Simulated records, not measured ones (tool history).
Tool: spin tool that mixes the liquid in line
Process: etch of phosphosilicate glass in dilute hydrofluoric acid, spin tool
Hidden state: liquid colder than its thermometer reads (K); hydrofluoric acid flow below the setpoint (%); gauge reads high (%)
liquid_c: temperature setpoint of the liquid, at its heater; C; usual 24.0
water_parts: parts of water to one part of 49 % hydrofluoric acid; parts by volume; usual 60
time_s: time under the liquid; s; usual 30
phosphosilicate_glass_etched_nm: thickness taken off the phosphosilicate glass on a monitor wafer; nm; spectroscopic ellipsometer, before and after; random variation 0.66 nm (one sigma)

run,hour,liquid_c,water_parts,time_s,wafers since the last listed run,hours since the thermometer was replaced,hours since the hydrofluoric acid flow meter was replaced,hours since the gauge calibration,"read-back film thickness of the phosphosilicate glass reference wafer, read on the same gauge (nm)",phosphosilicate_glass_etched_nm
1,0.0,24.0,60,30,0,476.3,1773.3,795.3,49.99,80.97
2,30.3,24.0,60,30,281,506.6,1803.6,825.6,50.00,82.11
3,51.7,24.0,60,30,198,528.0,1825.0,847.0,50.02,81.79
4,70.2,24.0,60,30,171,546.5,1843.5,865.5,50.00,81.99
5,104.7,25.5,60,30,320,581.0,1878.0,900.0,50.00,86.44
# hour 115.2: gauge calibrated
6,137.1,25.5,60,30,300,613.4,1910.4,21.9,50.02,85.53
7,183.6,25.5,60,30,431,659.9,1956.9,68.4,49.98,86.17
8,219.2,24.0,60,30,330,695.5,1992.5,104.0,49.98,82.30
9,249.4,24.0,60,30,280,725.7,2022.7,134.2,50.00,80.63
# hour 296.8: thermometer replaced
10,297.2,24.0,60,30,434,0.4,2070.5,182.0,50.01,81.14
# hour 314.0: hydrofluoric acid flow meter replaced
11,321.6,21.5,40,15,217,24.8,7.6,206.4,50.00,53.78
12,346.3,28.0,70,50,229,49.5,32.3,231.1,50.01,124.59
13,376.1,21.0,70,40,276,79.3,62.1,260.9,50.01,77.13
14,404.9,19.0,60,30,267,108.1,90.9,289.7,50.00,61.76
15,475.8,24.0,85,30,658,179.0,161.8,360.6,49.99,52.53
# hour 489.8: hydrofluoric acid flow meter replaced, repeated, since the last time left the tool worse
16,497.3,21.5,90,50,190,200.5,7.5,382.1,50.01,84.75
17,518.9,24.0,60,15,200,222.1,29.1,403.7,49.98,43.16
18,553.0,27.5,75,30,316,256.2,63.2,437.8,50.02,78.58
19,573.7,24.0,60,30,192,276.9,83.9,458.5,49.99,87.56
20,593.1,24.0,60,30,180,296.3,103.3,477.9,49.98,87.45
21,626.6,21.5,35,30,311,329.8,136.8,511.4,50.01,138.95
22,641.2,27.0,70,30,135,344.4,151.4,526.0,50.00,83.59
23,661.4,24.0,60,30,187,364.6,171.6,546.2,50.01,85.73
24,678.9,24.0,60,30,162,382.1,189.1,563.7,49.99,87.01
25,712.6,22.0,70,40,313,415.8,222.8,597.4,50.00,90.58
26,745.4,26.0,70,30,304,448.6,255.6,630.2,50.01,79.73
27,760.7,24.0,70,30,142,463.9,270.9,645.5,50.00,73.29
28,787.7,24.0,80,20,250,490.9,297.9,672.5,50.00,41.85
29,818.8,20.5,60,40,288,522.0,329.0,703.6,49.98,98.20
30,842.1,28.0,70,45,216,545.3,352.3,726.9,50.00,128.65
31,873.0,20.0,75,50,287,576.2,383.2,757.8,50.02,95.80

5 ways to go on from here, each from the tool as it stands after run 31. What would each give?
A,873.4,22.0,60,30,3,576.6,383.6,758.2,?,?
B,873.4,20.5,85,30,3,576.6,383.6,758.2,?,?
C,873.4,28.5,50,35,3,576.6,383.6,758.2,?,?
D,873.4,20.0,60,25,3,576.6,383.6,758.2,?,?
E,873.4,19.5,70,30,3,576.6,383.6,758.2,?,?

run,"read-back film thickness of the phosphosilicate glass reference wafer, read on the same gauge (nm)",phosphosilicate_glass_etched_nm
A,49.99,78.81
B,49.99,50.72
C,49.99,145.61
D,49.99,60.41
E,49.99,60.13
Without the tool's hidden state the same runs would have given:
run,phosphosilicate_glass_etched_nm
A,80.11
B,51.57
C,148.02
D,61.40
E,61.12

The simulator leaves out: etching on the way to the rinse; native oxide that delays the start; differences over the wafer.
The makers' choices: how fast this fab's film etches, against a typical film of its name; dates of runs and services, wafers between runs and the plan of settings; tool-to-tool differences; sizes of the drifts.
